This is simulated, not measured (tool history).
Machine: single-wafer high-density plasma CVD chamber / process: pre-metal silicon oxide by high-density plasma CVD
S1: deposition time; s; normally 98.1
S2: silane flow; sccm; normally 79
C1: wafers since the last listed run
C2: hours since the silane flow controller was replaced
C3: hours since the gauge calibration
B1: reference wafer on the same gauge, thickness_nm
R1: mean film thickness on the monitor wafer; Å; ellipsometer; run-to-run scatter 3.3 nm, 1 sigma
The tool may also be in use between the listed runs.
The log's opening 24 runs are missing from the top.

run	hour	S1	S2	C1	C2	C3	B1	R1
# hour 296.3: gauge calibrated
25	298.8	87.8	73	204	95.1	2.5	799.038	5963.48
26	315.4	98.1	79	232	111.7	19.1	799.067	7176.21
27	322.4	106.2	67	97	118.7	26.1	798.56	6578.64
28	331.2	82.2	89	123	127.5	34.9	798.186	6749.88
29	374.5	115.1	75	606	170.8	78.2	798.663	8056.8
30	384.6	98.1	67	141	180.9	88.3	799.461	6187.21
31	398.2	98.1	79	190	194.5	101.9	799.225	7118.36
32	415.1	87.8	79	236	211.4	118.8	799.75	6456.64
33	437.1	115.3	89	307	233.4	140.8	799.009	9498.31
34	454.1	105.1	79	237	250.4	157.8	798.364	7792.39
35	468.4	98.1	79	200	264.7	172.1	798.513	7164.56
36	476.1	87.1	73	107	272.4	179.8	799.336	5903.65
37	485.8	109	89	135	282.1	189.5	798.873	8949.56
38	500.1	114.9	84	200	296.4	203.8	798.543	8980.84

Alternative continuations, all from the tool just after run 38; predict every row:
A	500.5	98.1	79	5	296.8	204.2	?	?
B	500.5	115.9	71	5	296.8	204.2	?	?
C	500.5	105	85	5	296.8	204.2	?	?
D	500.5	98.1	91	5	296.8	204.2	?	?
E	500.5	104.6	72	5	296.8	204.2	?	?

run	B1	R1
A	798.926	7174.27
B	798.926	7656.33
C	798.926	8235.83
D	798.926	8214.97
E	798.926	7002.33
Without the tool's hidden state the same runs would have given:
run	R1
A	7174.27
B	7656.33
C	8235.83
D	8214.97
E	7002.33
